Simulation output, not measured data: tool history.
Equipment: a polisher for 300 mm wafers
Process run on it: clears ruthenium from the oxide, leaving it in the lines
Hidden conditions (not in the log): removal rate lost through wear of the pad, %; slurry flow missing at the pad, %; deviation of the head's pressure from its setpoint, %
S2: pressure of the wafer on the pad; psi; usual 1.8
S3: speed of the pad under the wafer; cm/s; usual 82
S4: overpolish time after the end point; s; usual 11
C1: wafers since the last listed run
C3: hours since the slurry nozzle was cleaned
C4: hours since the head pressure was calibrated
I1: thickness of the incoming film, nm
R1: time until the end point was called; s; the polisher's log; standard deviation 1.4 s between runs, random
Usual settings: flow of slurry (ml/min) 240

{"run": 1, "day": 0.0, "flow of slurry (ml/min)": 240, "S2": 1.6, "S3": 82, "S4": 11, "C1": 0, "wafers polished on this pad": 1754, "C3": 66, "C4": 829.3, "I1": 124.9, "R1": 155.6}
{"day": 1.675, "done": "worn pad replaced by a new one"}
{"run": 2, "day": 3.879, "flow of slurry (ml/min)": 240, "S2": 1.8, "S3": 82, "S4": 11, "C1": 429, "wafers polished on this pad": 255, "C3": 159.1, "C4": 922.4, "I1": 124.7, "R1": 133.1}
{"run": 3, "day": 6.404, "flow of slurry (ml/min)": 240, "S2": 1.8, "S3": 82, "S4": 11, "C1": 292, "wafers polished on this pad": 547, "C3": 219.7, "C4": 983, "I1": 126.3, "R1": 137}
{"run": 4, "day": 8.246, "flow of slurry (ml/min)": 240, "S2": 1.5, "S3": 82, "S4": 11, "C1": 213, "wafers polished on this pad": 760, "C3": 263.9, "C4": 1027.2, "I1": 124.4, "R1": 153.8}
{"run": 5, "day": 10.75, "flow of slurry (ml/min)": 240, "S2": 1.8, "S3": 96, "S4": 11, "C1": 289, "wafers polished on this pad": 1050, "C3": 324, "C4": 1087.3, "I1": 124, "R1": 117.1}
{"run": 6, "day": 15.604, "flow of slurry (ml/min)": 240, "S2": 1.8, "S3": 82, "S4": 11, "C1": 561, "wafers polished on this pad": 1612, "C3": 440.5, "C4": 1203.8, "I1": 124.9, "R1": 144.5}
{"day": 15.704, "done": "slurry nozzle cleaned"}
{"run": 7, "day": 19.571, "flow of slurry (ml/min)": 240, "S2": 1.8, "S3": 82, "S4": 11, "C1": 454, "wafers polished on this pad": 2066, "C3": 92.8, "C4": 1299, "I1": 124.8, "R1": 149}
{"day": 20.288, "done": "worn pad replaced by a new one"}
{"run": 8, "day": 22.954, "flow of slurry (ml/min)": 240, "S2": 1.8, "S3": 82, "S4": 11, "C1": 372, "wafers polished on this pad": 308, "C3": 174, "C4": 1380.2, "I1": 125.1, "R1": 131.8}
{"run": 9, "day": 25.904, "flow of slurry (ml/min)": 240, "S2": 1.8, "S3": 82, "S4": 11, "C1": 341, "wafers polished on this pad": 650, "C3": 244.8, "C4": 1451, "I1": 122.5, "R1": 132.1}
{"run": 10, "day": 28.108, "flow of slurry (ml/min)": 240, "S2": 1.8, "S3": 82, "S4": 11, "C1": 255, "wafers polished on this pad": 905, "C3": 297.7, "C4": 1503.9, "I1": 125, "R1": 137.3}
{"run": 11, "day": 31.858, "flow of slurry (ml/min)": 240, "S2": 1.8, "S3": 82, "S4": 11, "C1": 434, "wafers polished on this pad": 1339, "C3": 387.7, "C4": 1593.9, "I1": 126, "R1": 140}
{"day": 32.225, "done": "slurry nozzle cleaned"}
{"day": 32.825, "done": "head pressure recalibrated"}
{"day": 35.438, "done": "worn pad replaced by a new one"}
{"run": 12, "day": 35.458, "flow of slurry (ml/min)": 240, "S2": 1.8, "S3": 82, "S4": 11, "C1": 382, "wafers polished on this pad": 2, "C3": 77.6, "C4": 63.2, "I1": 125.9, "R1": 133.7}
{"run": 13, "day": 38.65, "flow of slurry (ml/min)": 240, "S2": 1.8, "S3": 82, "S4": 11, "C1": 369, "wafers polished on this pad": 372, "C3": 154.2, "C4": 139.8, "I1": 124.6, "R1": 131.9}
{"run": 14, "day": 41.029, "flow of slurry (ml/min)": 240, "S2": 1.8, "S3": 82, "S4": 11, "C1": 275, "wafers polished on this pad": 647, "C3": 211.3, "C4": 196.9, "I1": 122.2, "R1": 128.9}
{"run": 15, "day": 44.796, "flow of slurry (ml/min)": 240, "S2": 1.8, "S3": 82, "S4": 11, "C1": 436, "wafers polished on this pad": 1083, "C3": 301.7, "C4": 287.3, "I1": 124.8, "R1": 136.7}
{"run": 16, "day": 47.842, "flow of slurry (ml/min)": 240, "S2": 1.8, "S3": 82, "S4": 11, "C1": 352, "wafers polished on this pad": 1436, "C3": 374.8, "C4": 360.4, "I1": 125.5, "R1": 138.2}
{"day": 51.592, "done": "slurry nozzle cleaned"}
{"run": 17, "day": 52.179, "flow of slurry (ml/min)": 240, "S2": 1.8, "S3": 98, "S4": 11, "C1": 497, "wafers polished on this pad": 1933, "C3": 14.1, "C4": 464.5, "I1": 127.3, "R1": 126.3}
{"day": 53.133, "done": "worn pad replaced by a new one"}
{"run": 18, "day": 54.562, "flow of slurry (ml/min)": 240, "S2": 1.8, "S3": 92, "S4": 11, "C1": 256, "wafers polished on this pad": 165, "C3": 71.3, "C4": 521.7, "I1": 123.7, "R1": 119}
{"run": 19, "day": 56.8, "flow of slurry (ml/min)": 205, "S2": 1.3, "S3": 72, "S4": 11, "C1": 259, "wafers polished on this pad": 424, "C3": 125, "C4": 575.4, "I1": 125.7, "R1": 195.5}
{"run": 20, "day": 59.95, "flow of slurry (ml/min)": 240, "S2": 1.8, "S3": 82, "S4": 14, "C1": 364, "wafers polished on this pad": 789, "C3": 200.6, "C4": 651, "I1": 125, "R1": 133.8}
{"day": 68.929, "done": "slurry nozzle cleaned"}
{"run": 21, "day": 71.058, "flow of slurry (ml/min)": 320, "S2": 1.3, "S3": 90, "S4": 11, "C1": 1281, "wafers polished on this pad": 2070, "C3": 51.1, "C4": 917.6, "I1": 124.6, "R1": 170.3}
{"day": 72.183, "done": "worn pad replaced by a new one"}
{"run": 22, "day": 74.121, "flow of slurry (ml/min)": 315, "S2": 2.3, "S3": 64, "S4": 7, "C1": 335, "wafers polished on this pad": 224, "C3": 124.6, "C4": 991.1, "I1": 124.6, "R1": 132.8}

What will run 23 give?
{"run": 23, "day": 77.671, "flow of slurry (ml/min)": 185, "S2": 1.5, "S3": 82, "S4": 17, "C1": 410, "wafers polished on this pad": 635, "C3": 209.8, "C4": 1076.3, "I1": 124.2, "R1": "?"}

Run 23 measured R1 157.8 s.
With no hidden state in the tool, this same run would have given R1 153.1 s.
